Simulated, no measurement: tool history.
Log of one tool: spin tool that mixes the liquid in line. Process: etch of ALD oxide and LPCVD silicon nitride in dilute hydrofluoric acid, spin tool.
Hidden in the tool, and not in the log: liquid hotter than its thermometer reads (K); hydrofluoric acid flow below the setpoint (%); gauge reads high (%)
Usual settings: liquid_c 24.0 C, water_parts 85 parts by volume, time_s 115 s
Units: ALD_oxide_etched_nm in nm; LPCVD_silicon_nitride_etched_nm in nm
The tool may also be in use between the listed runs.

run    hour  liquid_c  water_parts  time_s  wafers since the last listed run  hours since the thermometer was replaced  hours since the hydrofluoric acid flow meter was replaced  hours since the gauge calibration  read-back film thickness of the ALD oxide reference wafer, read on the same gauge (nm)  read-back film thickness of the LPCVD silicon nitride reference wafer, read on the same gauge (nm)  ALD_oxide_etched_nm  LPCVD_silicon_nitride_etched_nm
  1     0.0      24.0           85     115                                 0                                     538.3                                                      398.1                              736.3                                                                                  129.98                                                                                             100.011                21.38                            0.748
  2    54.5      24.0           85     115                               287                                     592.8                                                      452.6                              790.8                                                                                  130.00                                                                                             100.013                22.04                            0.711
  3   147.1      24.0           85     115                               487                                     685.4                                                      545.2                              883.4                                                                                  130.01                                                                                              99.995                21.33                            0.698
  4   222.1      24.0           85     115                               395                                     760.4                                                      620.2                              958.4                                                                                  130.00                                                                                             100.017                21.38                            0.680
  5   287.3      24.0           85     115                               343                                     825.6                                                      685.4                             1023.6                                                                                  130.00                                                                                              99.998                21.51                            0.666
  6   392.7      24.0           85     115                               555                                     931.0                                                      790.8                             1129.0                                                                                  130.01                                                                                              99.987                21.38                            0.639
  7   473.4      24.0           85     115                               425                                    1011.7                                                      871.5                             1209.7                                                                                  129.97                                                                                             100.002                21.00                            0.675
      525.6  -- thermometer replaced
  8   553.1      24.0           85     115                               414                                      27.5                                                      951.2                             1289.4                                                                                  130.00                                                                                              99.998                20.99                            0.697
  9   639.5      24.0           85     115                               455                                     113.9                                                     1037.6                             1375.8                                                                                  130.02                                                                                             100.005                20.90                            0.666
 10   737.0      24.0           85     115                               513                                     211.4                                                     1135.1                             1473.3                                                                                  130.02                                                                                              99.987                20.81                            0.703
 11   777.3      24.0           85      80                               212                                     251.7                                                     1175.4                             1513.6                                                                                  130.03                                                                                             100.014                14.20                            0.471
      789.3  -- hydrofluoric acid flow meter replaced
 12   844.3      24.0          115      60                               347                                     318.7                                                       55.0                             1580.6                                                                                  129.99                                                                                             100.020                 8.52                            0.280
      907.0  -- gauge calibrated
 13   909.5      24.0           85     145                               343                                     383.9                                                      120.2                                2.5                                                                                  129.97                                                                                              99.998                28.54                            0.933
 14   974.8      24.0           85     115                               343                                     449.2                                                      185.5                               67.8                                                                                  129.98                                                                                             100.003                22.82                            0.706
 15  1014.1      24.0           75     115                               207                                     488.5                                                      224.8                              107.1                                                                                  130.01                                                                                              99.999                25.82                            0.815
 16  1063.8      22.0          105     145                               261                                     538.2                                                      274.5                              156.8                                                                                  130.00                                                                                             100.008                20.39                            0.644
 17  1117.2      20.0           85      75                               281                                     591.6                                                      327.9                              210.2                                                                                  129.97                                                                                             100.020                12.07                            0.382
 18  1210.5      24.0          100      85                               491                                     684.9                                                      421.2                              303.5                                                                                  129.97                                                                                             100.000                13.58                            0.431
 19  1251.3      26.0           50      95                               214                                     725.7                                                      462.0                              344.3                                                                                  130.03                                                                                              99.994                35.09                            1.082
 20  1344.1      26.0          100      70                               488                                     818.5                                                      554.8                              437.1                                                                                  130.01                                                                                             100.000                11.99                            0.402
 21  1385.1      24.0          100     115                               215                                     859.5                                                      595.8                              478.1                                                                                  130.02                                                                                             100.008                18.33                            0.601
 22  1459.3      24.0          125     115                               390                                     933.7                                                      670.0                              552.3                                                                                  129.98                                                                                             100.002                13.93                            0.478
 23  1562.1      21.5           85     115                               541                                    1036.5                                                      772.8                              655.1                                                                                  129.95                                                                                             100.009                19.43                            0.567
 24  1625.5      20.0          105      60                               333                                    1099.9                                                      836.2                              718.5                                                                                  129.97                                                                                             100.028                 7.56                            0.227
 25  1688.4      19.5           85     115                               331                                    1162.8                                                      899.1                              781.4                                                                                  130.04                                                                                             100.012                17.76                            0.489
 26  1727.1      24.0           85     115                               203                                    1201.5                                                      937.8                              820.1                                                                                  130.04                                                                                             100.024                21.20                            0.676

Forecast each of these 4 alternatives for the next run:
  A  1727.5      24.0           85     115                                 2                                    1201.9                                                      938.2                              820.5                                                                                       ?                                                                                                   ?                    ?                                ?
  B  1727.5      21.0           65      60                                 2                                    1201.9                                                      938.2                              820.5                                                                                       ?                                                                                                   ?                    ?                                ?
  C  1727.5      21.0          120     115                                 2                                    1201.9                                                      938.2                              820.5                                                                                       ?                                                                                                   ?                    ?                                ?
  D  1727.5      21.0           85     115                                 2                                    1201.9                                                      938.2                              820.5                                                                                       ?                                                                                                   ?                    ?                                ?

run  read-back film thickness of the ALD oxide reference wafer, read on the same gauge (nm)  read-back film thickness of the LPCVD silicon nitride reference wafer, read on the same gauge (nm)  ALD_oxide_etched_nm  LPCVD_silicon_nitride_etched_nm
  A                                                                                  130.00                                                                                             100.008                20.68                            0.650
  B                                                                                  130.00                                                                                             100.008                12.82                            0.361
  C                                                                                  130.00                                                                                             100.008                12.44                            0.380
  D                                                                                  130.00                                                                                             100.008                18.32                            0.532
Without the tool's hidden state the same runs would have given:
run  ALD_oxide_etched_nm  LPCVD_silicon_nitride_etched_nm
  A                22.26                            0.694
  B                13.77                            0.385
  C                13.41                            0.405
  D                19.71                            0.568
